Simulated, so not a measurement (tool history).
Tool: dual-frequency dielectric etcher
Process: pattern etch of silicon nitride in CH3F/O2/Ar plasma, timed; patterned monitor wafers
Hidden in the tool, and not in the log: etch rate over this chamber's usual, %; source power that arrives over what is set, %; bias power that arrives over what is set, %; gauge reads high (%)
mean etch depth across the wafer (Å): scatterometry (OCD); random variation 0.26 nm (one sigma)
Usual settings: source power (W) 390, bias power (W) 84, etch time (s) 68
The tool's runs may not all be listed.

run,day,source power (W),bias power (W),etch time (s),wafers since the last listed run,hours since the last wet clean,hours since the last source power generator calibration,hours since the last bias power generator calibration,hours since the last upper electrode change,hours since the gauge calibration,"read-back reference wafer on the same gauge, depth_nm",mean etch depth across the wafer (Å)
1,0,390,84,68,0,324.6,893.7,1044.9,5146.6,947.2,46.61,472.9
2,2.596,390,84,76.5,876,386.9,956,1107.2,5208.9,1009.5,46.64,533
3,3.621,390,84,76.5,346,411.5,980.6,1131.8,5233.5,1034.1,46.66,536.1
# day 6.438: wet clean of the chamber
4,6.458,320,84,68,620,0.5,1048.7,1199.9,5301.6,1102.2,46.74,439.5
5,8.321,350,84,68,629,45.2,1093.4,1244.6,5346.3,1146.9,46.69,459.9
# day 9.25: gauge calibrated
6,9.638,350,84,68,444,76.8,1125,1276.2,5377.9,9.3,46.73,456.1
7,12.15,390,84,68,848,137.1,1185.3,1336.5,5438.2,69.6,46.73,477.3
8,14.779,390,84,68,888,200.2,1248.4,1399.6,5501.3,132.7,46.73,476.6
# day 15.883: upper electrode replaced
9,16.133,390,84,68,119,232.7,1280.9,1432.1,6,165.2,46.67,480.2
10,18.583,390,84,68,827,291.5,1339.7,1490.9,64.8,224,46.71,482.4
11,23.488,390,84,68,1656,409.2,1457.4,1608.6,182.5,341.7,46.7,474.2
# day 26.892: source power generator calibrated
# day 27.433: wet clean of the chamber
12,28.375,340,84,53.5,1412,22.6,35.6,1725.9,299.8,459,46.65,367.8
13,30.604,390,84,68,753,76.1,89.1,1779.4,353.3,512.5,46.73,491.1
14,31.688,390,84,68,365,102.1,115.1,1805.4,379.3,538.5,46.74,492.6
15,33.892,320,72,81.5,744,155,168,1858.3,432.2,591.4,46.65,497.5
# day 34.342: bias power generator calibrated
16,36.217,390,84,68,729,210.8,223.8,45,488,647.2,46.74,479.1
17,40.029,480,72,52.5,1287,302.3,315.3,136.5,579.5,738.7,46.67,367.1
18,41.162,340,98,68,382,329.5,342.5,163.7,606.7,765.9,46.66,489.9
19,43.483,300,84,59,784,385.2,398.2,219.4,662.4,821.6,46.81,373.4
20,45.238,390,67,68,592,427.3,440.3,261.5,704.5,863.7,46.73,413.5
21,47.358,350,70,59.5,716,478.2,491.2,312.4,755.4,914.6,46.69,357.6
# day 48.479: wet clean of the chamber
22,48.762,310,98,76,136,6.8,524.9,346.1,789.1,948.3,46.73,534.6
23,51.742,480,76,78,1006,78.3,596.4,417.6,860.6,1019.8,46.76,553.4
24,54.367,390,84,80.5,886,141.3,659.4,480.6,923.6,1082.8,46.75,562.4
# day 55.933: gauge calibrated
25,57.108,390,99,76,926,207.1,725.2,546.4,989.4,28.2,46.76,580.3
26,58.862,310,70,82.5,592,249.2,767.3,588.5,1031.5,70.3,46.69,473.8
27,59.875,460,84,68,342,273.5,791.6,612.8,1055.8,94.6,46.68,507.4
28,62.021,390,90,68,724,325,843.1,664.3,1107.3,146.1,46.76,492.5
29,64.188,420,84,75,731,377,895.1,716.3,1159.3,198.1,46.64,541.3
30,68.312,440,84,68,1393,476,994.1,815.3,1258.3,297.1,46.65,497.7

Forecast each of these 4 alternatives for the next run:
A,68.329,390,84,84,5,476.4,994.5,815.7,1258.7,297.5,?,?
B,68.329,470,78,68,5,476.4,994.5,815.7,1258.7,297.5,?,?
C,68.329,290,84,58.5,5,476.4,994.5,815.7,1258.7,297.5,?,?
D,68.329,300,93,56.5,5,476.4,994.5,815.7,1258.7,297.5,?,?

run,"read-back reference wafer on the same gauge, depth_nm",mean etch depth across the wafer (Å)
A,46.72,584.5
B,46.72,486.4
C,46.72,364.7
D,46.72,378.1
Without the tool's hidden state the same runs would have given:
run,mean etch depth across the wafer (Å)
A,591.5
B,492.4
C,369
D,382.4
